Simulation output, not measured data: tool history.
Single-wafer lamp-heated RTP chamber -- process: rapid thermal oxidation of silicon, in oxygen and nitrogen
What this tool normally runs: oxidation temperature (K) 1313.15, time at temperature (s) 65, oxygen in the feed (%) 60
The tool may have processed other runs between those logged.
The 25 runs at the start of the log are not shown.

run	day	oxidation temperature (K)	time at temperature (s)	oxygen in the feed (%)	wafers since the last listed run	wafers since the last pyrometer calibration	hours since the oxygen flow controller was replaced	hours since the gauge calibration	read-back reference wafer on the same gauge, thickness	oxide thickness on the monitor wafer (Å)
# day 26.971: oxygen flow controller replaced
26	27.783	1284.15	65	31	228	640	19.5	137.2	5.668	45.69
27	28.654	1313.15	45	60	192	832	40.4	158.1	5.661	60.64
28	32.7	1313.15	90	60	894	1727	137.5	255.2	5.669	85.1
# day 33.212: pyrometer window cleaned and pyrometer calibrated
29	34.021	1313.15	65	60	218	178	169.2	286.9	5.656	69.44
30	35.25	1293.15	39	38	271	449	198.7	316.4	5.657	41.75
31	36.488	1313.15	65	60	273	723	228.4	346.1	5.669	70.08
32	37.542	1299.15	65	72	233	956	253.7	371.4	5.664	67.53
33	38.083	1335.15	38	89	119	1076	266.7	384.4	5.667	74.64
34	39.508	1313.15	49	51	315	1391	300.9	418.6	5.662	59.28
35	40.662	1313.15	65	60	255	1646	328.6	446.3	5.665	72.43
36	41.404	1313.15	44	44	163	1810	346.4	464.1	5.654	55.29
37	42.4	1335.15	46	70	220	2030	370.3	488	5.665	77.88

5 options for the next run, each taken on its own from the tool as it stands now. Forecast them:
A	42.417	1313.15	65	60	3	2034	370.7	488.4	?	?
B	42.417	1304.15	93	45	3	2034	370.7	488.4	?	?
C	42.417	1292.15	65	60	3	2034	370.7	488.4	?	?
D	42.417	1338.15	65	44	3	2034	370.7	488.4	?	?
E	42.417	1313.15	85	60	3	2034	370.7	488.4	?	?

run	read-back reference wafer on the same gauge, thickness	oxide thickness on the monitor wafer (Å)
A	5.649	74.75
B	5.649	74.46
C	5.649	64.64
D	5.649	79.16
E	5.649	84.28
Stripped of hidden state, with their random variation kept, the same runs would have yielded:
run	oxide thickness on the monitor wafer (Å)
A	70.1
B	69.77
C	60.53
D	74.42
E	79

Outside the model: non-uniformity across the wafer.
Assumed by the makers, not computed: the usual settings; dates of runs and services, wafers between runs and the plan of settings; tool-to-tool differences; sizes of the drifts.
